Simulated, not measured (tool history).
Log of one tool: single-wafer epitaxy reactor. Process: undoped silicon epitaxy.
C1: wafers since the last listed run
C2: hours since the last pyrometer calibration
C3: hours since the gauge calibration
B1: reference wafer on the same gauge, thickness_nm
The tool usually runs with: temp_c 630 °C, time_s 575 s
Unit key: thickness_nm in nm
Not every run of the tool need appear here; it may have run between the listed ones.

{"run": 1, "hour": 0.0, "temp_c": 630, "time_s": 575, "C1": 0, "C2": 1592.6, "C3": 718.6, "B1": 58.481, "thickness_nm": 62.069}
{"run": 2, "hour": 58.5, "temp_c": 630, "time_s": 575, "C1": 209, "C2": 1651.1, "C3": 777.1, "B1": 58.491, "thickness_nm": 62.163}
{"run": 3, "hour": 106.1, "temp_c": 630, "time_s": 575, "C1": 170, "C2": 1698.7, "C3": 824.7, "B1": 58.506, "thickness_nm": 62.012}
{"run": 4, "hour": 130.6, "temp_c": 627, "time_s": 515, "C1": 87, "C2": 1723.2, "C3": 849.2, "B1": 58.503, "thickness_nm": 51.351}
{"run": 5, "hour": 186.0, "temp_c": 630, "time_s": 575, "C1": 198, "C2": 1778.6, "C3": 904.6, "B1": 58.513, "thickness_nm": 62.078}
{"run": 6, "hour": 221.5, "temp_c": 630, "time_s": 575, "C1": 126, "C2": 1814.1, "C3": 940.1, "B1": 58.484, "thickness_nm": 62.455}
{"hour": 225.2, "done": "gauge calibrated"}
{"run": 7, "hour": 283.8, "temp_c": 630, "time_s": 575, "C1": 222, "C2": 1876.4, "C3": 58.6, "B1": 58.485, "thickness_nm": 62.105}
{"run": 8, "hour": 322.9, "temp_c": 630, "time_s": 575, "C1": 139, "C2": 1915.5, "C3": 97.7, "B1": 58.464, "thickness_nm": 62.103}
{"run": 9, "hour": 357.9, "temp_c": 630, "time_s": 575, "C1": 125, "C2": 1950.5, "C3": 132.7, "B1": 58.451, "thickness_nm": 61.975}
{"run": 10, "hour": 393.9, "temp_c": 630, "time_s": 575, "C1": 128, "C2": 1986.5, "C3": 168.7, "B1": 58.538, "thickness_nm": 61.934}
{"run": 11, "hour": 450.3, "temp_c": 630, "time_s": 575, "C1": 201, "C2": 2042.9, "C3": 225.1, "B1": 58.442, "thickness_nm": 62.277}
{"run": 12, "hour": 496.5, "temp_c": 630, "time_s": 575, "C1": 165, "C2": 2089.1, "C3": 271.3, "B1": 58.491, "thickness_nm": 62.25}
{"run": 13, "hour": 558.6, "temp_c": 630, "time_s": 575, "C1": 222, "C2": 2151.2, "C3": 333.4, "B1": 58.533, "thickness_nm": 61.84}
{"run": 14, "hour": 593.6, "temp_c": 630, "time_s": 575, "C1": 125, "C2": 2186.2, "C3": 368.4, "B1": 58.496, "thickness_nm": 62.173}
{"run": 15, "hour": 697.5, "temp_c": 630, "time_s": 521, "C1": 371, "C2": 2290.1, "C3": 472.3, "B1": 58.485, "thickness_nm": 56.136}
{"run": 16, "hour": 746.7, "temp_c": 630, "time_s": 575, "C1": 175, "C2": 2339.3, "C3": 521.5, "B1": 58.528, "thickness_nm": 62.065}
{"run": 17, "hour": 788.9, "temp_c": 622, "time_s": 607, "C1": 150, "C2": 2381.5, "C3": 563.7, "B1": 58.497, "thickness_nm": 53.258}

The next listed run, before its measurement:
{"run": 18, "hour": 846.2, "temp_c": 637, "time_s": 490, "C1": 204, "C2": 2438.8, "C3": 621, "B1": "?", "thickness_nm": "?"}

B1: 58.47
thickness_nm: 63.601 nm
The same run, on a tool lacking any hidden state, would have yielded thickness_nm 62.599 nm.

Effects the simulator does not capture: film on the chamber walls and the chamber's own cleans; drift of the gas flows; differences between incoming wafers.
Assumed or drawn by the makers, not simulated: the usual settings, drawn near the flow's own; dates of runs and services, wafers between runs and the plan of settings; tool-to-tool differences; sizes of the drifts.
